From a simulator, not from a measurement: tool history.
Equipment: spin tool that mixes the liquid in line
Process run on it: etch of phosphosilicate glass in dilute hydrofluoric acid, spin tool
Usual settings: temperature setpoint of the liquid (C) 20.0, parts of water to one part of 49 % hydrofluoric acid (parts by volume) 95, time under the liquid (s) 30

run,hour,temperature setpoint of the liquid (C),parts of water to one part of 49 % hydrofluoric acid (parts by volume),time under the liquid (s),wafers since the last listed run,hours since the thermometer was replaced,hours since the hydrofluoric acid flow meter was replaced,hours since the gauge calibration,"read-back film thickness of the phosphosilicate glass reference wafer, read on the same gauge (nm)",thickness taken off the phosphosilicate glass on a monitor wafer (angstrom)
1,0.0,20.0,95,30,0,2223.1,1035.1,342.7,39.99,387.9
2,98.1,20.0,95,30,1493,2321.2,1133.2,440.8,39.99,383.6
3,121.6,20.0,95,30,357,2344.7,1156.7,464.3,39.99,382.7
4,145.1,20.0,95,30,357,2368.2,1180.2,487.8,39.98,380.4
5,180.0,20.0,95,30,531,2403.1,1215.1,522.7,40.03,381.3
6,195.2,20.0,95,30,231,2418.3,1230.3,537.9,40.03,379.0
7,225.4,20.0,95,30,459,2448.5,1260.5,568.1,39.98,382.7
# hour 251.5: thermometer replaced
8,257.3,20.0,95,30,470,5.8,1292.4,600.0,40.03,380.9
9,283.2,20.0,120,30,394,31.7,1318.3,625.9,39.98,289.0
10,298.7,20.0,120,30,236,47.2,1333.8,641.4,40.00,295.0
# hour 310.8: gauge calibrated
11,329.4,20.0,95,30,467,77.9,1364.5,18.6,40.00,376.7
12,355.4,20.0,95,30,395,103.9,1390.5,44.6,39.98,378.0
13,382.1,20.0,95,30,406,130.6,1417.2,71.3,40.03,369.6
14,413.0,17.0,45,30,470,161.5,1448.1,102.2,40.02,746.8
# hour 439.6: hydrofluoric acid flow meter replaced
15,441.7,24.5,95,25,421,190.2,2.1,130.9,40.01,425.1
16,455.7,20.0,95,50,213,204.2,16.1,144.9,40.00,708.6
17,481.4,23.0,130,25,391,229.9,41.8,170.6,39.95,278.9
18,494.4,17.5,95,15,197,242.9,54.8,183.6,39.98,186.6
19,517.8,17.0,95,30,356,266.3,78.2,207.0,39.97,376.1
20,540.6,20.0,95,30,347,289.1,101.0,229.8,40.02,418.2
21,558.1,17.0,140,30,266,306.6,118.5,247.3,40.01,234.9

Hidden state or all else? Some run-to-run changes of thickness taken off the phosphosilicate glass on a monitor wafer (angstrom), split into what the settings, what came in and random variation would give without the hidden state, and what is left for the hidden state (with any gauge scatter that isn't in both results):
Unlogged tool condition in this case: liquid colder than its thermometer reads (K); hydrofluoric acid flow below the setpoint (%); gauge reads high (%).
Run 13 -> 14: temperature setpoint of the liquid (C) 20.0 -> 17.0, parts of water to one part of 49 % hydrofluoric acid (parts by volume) 95 -> 45. thickness taken off the phosphosilicate glass on a monitor wafer (angstrom) +377.2: hidden state -43.1, all else +420.3.
Run 14 -> 15: temperature setpoint of the liquid (C) 17.0 -> 24.5, parts of water to one part of 49 % hydrofluoric acid (parts by volume) 45 -> 95, time under the liquid (s) 30 -> 25, hydrofluoric acid flow meter replaced. thickness taken off the phosphosilicate glass on a monitor wafer (angstrom) -321.7: hidden state +86.9, all else -408.6.
Run 16 -> 17: temperature setpoint of the liquid (C) 20.0 -> 23.0, parts of water to one part of 49 % hydrofluoric acid (parts by volume) 95 -> 130, time under the liquid (s) 50 -> 25. thickness taken off the phosphosilicate glass on a monitor wafer (angstrom) -429.7: hidden state +1.6, all else -431.3.

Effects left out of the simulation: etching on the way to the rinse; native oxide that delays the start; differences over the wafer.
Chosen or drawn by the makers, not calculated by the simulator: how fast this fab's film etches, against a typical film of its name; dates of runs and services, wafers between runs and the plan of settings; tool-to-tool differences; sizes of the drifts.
